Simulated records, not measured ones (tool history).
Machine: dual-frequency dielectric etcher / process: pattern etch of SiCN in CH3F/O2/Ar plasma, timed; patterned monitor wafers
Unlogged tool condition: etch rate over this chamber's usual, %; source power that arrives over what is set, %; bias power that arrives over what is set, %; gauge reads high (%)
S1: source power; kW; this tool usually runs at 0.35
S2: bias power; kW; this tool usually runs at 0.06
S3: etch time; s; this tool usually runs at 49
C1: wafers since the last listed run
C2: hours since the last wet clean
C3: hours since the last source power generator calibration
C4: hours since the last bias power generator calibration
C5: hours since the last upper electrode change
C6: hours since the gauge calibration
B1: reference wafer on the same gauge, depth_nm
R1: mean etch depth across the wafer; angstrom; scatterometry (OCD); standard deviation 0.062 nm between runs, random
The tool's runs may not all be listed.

run    hour    S1     S2    S3    C1     C2      C3      C4      C5     C6     B1     R1
  1       0  0.32   0.06    49     0   32.3  3614.7  2506.3  3058.9  188.8  14.18  159.2
  2    67.5  0.32   0.06    49  1177   99.8  3682.2  2573.8  3126.4  256.3  14.19  159.9
  3    98.1  0.35  0.054  53.5   533  130.4  3712.8  2604.4    3157  286.9  14.19  174.1
  4   127.8  0.35  0.054  53.5   518  160.1  3742.5  2634.1  3186.7  316.6  14.19  173.9
  5     190  0.35   0.06    49  1085  222.3  3804.7  2696.3  3248.9  378.8  14.19  165.5
  6     226  0.35   0.06    49   628  258.3  3840.7  2732.3  3284.9  414.8   14.2  164.9
  7   288.8  0.35   0.06    49  1095  321.1  3903.5  2795.1  3347.7  477.6  14.21  165.6
      344.4  -- source power generator calibrated
  8   353.9  0.35   0.06    49  1066  386.2     9.5  2860.2  3412.8  542.7  14.21  165.3
      402.9  -- wet clean of the chamber
  9   406.5  0.35   0.06    49   499    3.6    62.1  2912.8  3465.4  595.3  14.19  164.7
 10   555.4  0.35   0.06    49  2598  152.5     211  3061.7  3614.3  744.2  14.19  165.7
 11   621.8  0.35   0.06    49  1158  218.9   277.4  3128.1  3680.7  810.6  14.22  163.9
 12   680.3  0.29   0.05    37  1020  277.4   335.9  3186.6  3739.2  869.1  14.21    108
 13     718   0.3   0.06    37   657  315.1   373.6  3224.3  3776.9  906.8  14.18  116.2
      755.9  -- upper electrode replaced
 14   767.6   0.4  0.067  34.5   446  364.7   423.2  3273.9    11.7  956.4  14.19  127.2
      769.9  -- gauge calibrated
 15   793.8  0.35   0.06    49   457  390.9   449.4  3300.1    37.9   23.9   14.2  165.3
      836.1  -- wet clean of the chamber
 16   855.3  0.35   0.06    49   654   19.2   510.9  3361.6    99.4   85.4  14.18  165.5
      891.5  -- bias power generator calibrated
 17   916.3  0.29  0.056    49   994   80.2   571.9    24.8   160.4  146.4   14.2  148.5
 18   983.3  0.43  0.051    49  1169  147.2   638.9    91.8   227.4  213.4  14.22  170.1
 19  1014.1  0.39  0.066    35   537    178   669.7   122.6   258.2  244.2  14.22  127.1
 20  1066.1  0.35   0.06  54.5   907    230   721.7   174.6   310.2  296.2  14.21  183.1
 21  1116.6  0.44   0.06    49   881  280.5   772.2   225.1   360.7  346.7  14.19    181
 22  1145.5   0.4  0.056    40   504  309.4   801.1     254   389.6  375.6   14.2  138.8

Consider 4 possible next runs. They are alternatives, not a sequence: every one starts from the tool as it was left by run 22. What does each give?
  A  1145.9  0.39   0.06    49   6  309.8  801.5  254.4  390  376   ?   ?
  B  1145.9  0.38  0.072    45   6  309.8  801.5  254.4  390  376   ?   ?
  C  1145.9  0.41   0.06    49   6  309.8  801.5  254.4  390  376   ?   ?
  D  1145.9  0.26  0.055  39.5   6  309.8  801.5  254.4  390  376   ?   ?

run     B1     R1
  A  14.21  172.6
  B  14.21  166.9
  C  14.21  176.1
  D  14.21  114.5
Without the tool's hidden state the same runs would have given:
run     R1
  A  172.6
  B  166.9
  C  176.1
  D  114.5
